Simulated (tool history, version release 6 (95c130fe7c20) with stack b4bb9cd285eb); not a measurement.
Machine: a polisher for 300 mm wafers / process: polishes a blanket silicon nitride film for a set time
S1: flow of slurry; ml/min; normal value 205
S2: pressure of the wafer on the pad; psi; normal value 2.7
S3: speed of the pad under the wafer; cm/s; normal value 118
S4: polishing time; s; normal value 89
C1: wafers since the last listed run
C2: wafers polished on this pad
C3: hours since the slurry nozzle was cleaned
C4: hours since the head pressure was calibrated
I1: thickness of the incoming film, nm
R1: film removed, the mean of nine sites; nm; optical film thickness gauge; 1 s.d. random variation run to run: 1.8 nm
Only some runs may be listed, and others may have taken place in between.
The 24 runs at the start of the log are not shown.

Run 25, hour 681.6: usual settings; C1 146; C2 2166; C3 332.0; C4 61.5; I1 870.1. Result: R1 139.3 nm.
Run 26, hour 695.8: usual settings but S1 185 ml/min, S2 2.1 psi; C1 135; C2 2301; C3 346.2; C4 75.7; I1 865.2. Result: R1 104.2 nm.
At hour 704.5: worn pad replaced by a new one.
Run 27, hour 729.1: usual settings but S2 2.9 psi, S4 79 s; C1 278; C2 233; C3 379.5; C4 109.0; I1 873.5. Result: R1 129.2 nm.
Run 28, hour 756.5: usual settings but S3 140 cm/s, S4 114 s; C1 260; C2 494; C3 406.9; C4 136.4; I1 876.4. Result: R1 202.8 nm.
Run 29, hour 789.2: usual settings but S3 152 cm/s, S4 80 s; C1 310; C2 805; C3 439.6; C4 169.1; I1 888.7. Result: R1 151.8 nm.
Run 30, hour 815.7: usual settings but S2 3.1 psi, S4 119 s; C1 251; C2 1057; C3 466.1; C4 195.6; I1 878.7. Result: R1 216.0 nm.
Run 31, hour 839.2: usual settings but S3 140 cm/s, S4 114 s; C1 223; C2 1280; C3 489.6; C4 219.1; I1 895.1. Result: R1 205.2 nm.
Run 32, hour 872.9: usual settings but S2 2.4 psi; C1 320; C2 1601; C3 523.3; C4 252.8; I1 877.7. Result: R1 124.1 nm.
Run 33, hour 907.7: usual settings but S1 180 ml/min, S2 3.5 psi, S3 138 cm/s, S4 100 s; C1 330; C2 1932; C3 558.1; C4 287.6; I1 891.6. Result: R1 227.8 nm.
Run 34, hour 923.0: usual settings but S4 79 s; C1 145; C2 2077; C3 573.4; C4 302.9; I1 882.4. Result: R1 127.5 nm.
Run 35, hour 957.0: usual settings but S2 3.4 psi, S4 101 s; C1 323; C2 2400; C3 607.4; C4 336.9; I1 872.1. Result: R1 199.3 nm.
At hour 964.2: worn pad replaced by a new one.
Run 36, hour 1051.1: usual settings but S1 265 ml/min, S3 82 cm/s; C1 856; C2 825; C3 701.5; C4 431.0; I1 888.1. Result: R1 106.7 nm.
Run 37, hour 1080.0: usual settings but S2 3.1 psi, S3 136 cm/s, S4 109 s; C1 274; C2 1100; C3 730.4; C4 459.9; I1 868.6. Result: R1 220.2 nm.
Run 38, hour 1112.6: usual settings but S1 175 ml/min, S3 104 cm/s, S4 111 s; C1 309; C2 1410; C3 763.0; C4 492.5; I1 860.3. Result: R1 150.1 nm.

Branching from run 38: 3 alternative next runs. What would each branch give?
Run A, hour 1113.1: usual settings but S1 230 ml/min; C1 4; C2 1415; C3 763.5; C4 493.0; I1 880.9. Result: R1 ?.
Run B, hour 1113.1: usual settings but S1 185 ml/min; C1 4; C2 1415; C3 763.5; C4 493.0; I1 880.9. Result: R1 ?.
Run C, hour 1113.1: usual settings but S1 160 ml/min, S2 3.4 psi, S4 67 s; C1 4; C2 1415; C3 763.5; C4 493.0; I1 880.9. Result: R1 ?.

run     R1
  A  142.1
  B  138.0
  C  127.8
The same runs, with their run-to-run variation unchanged, on a tool lacking any hidden condition would have given:
run     R1
  A  142.1
  B  138.0
  C  127.8

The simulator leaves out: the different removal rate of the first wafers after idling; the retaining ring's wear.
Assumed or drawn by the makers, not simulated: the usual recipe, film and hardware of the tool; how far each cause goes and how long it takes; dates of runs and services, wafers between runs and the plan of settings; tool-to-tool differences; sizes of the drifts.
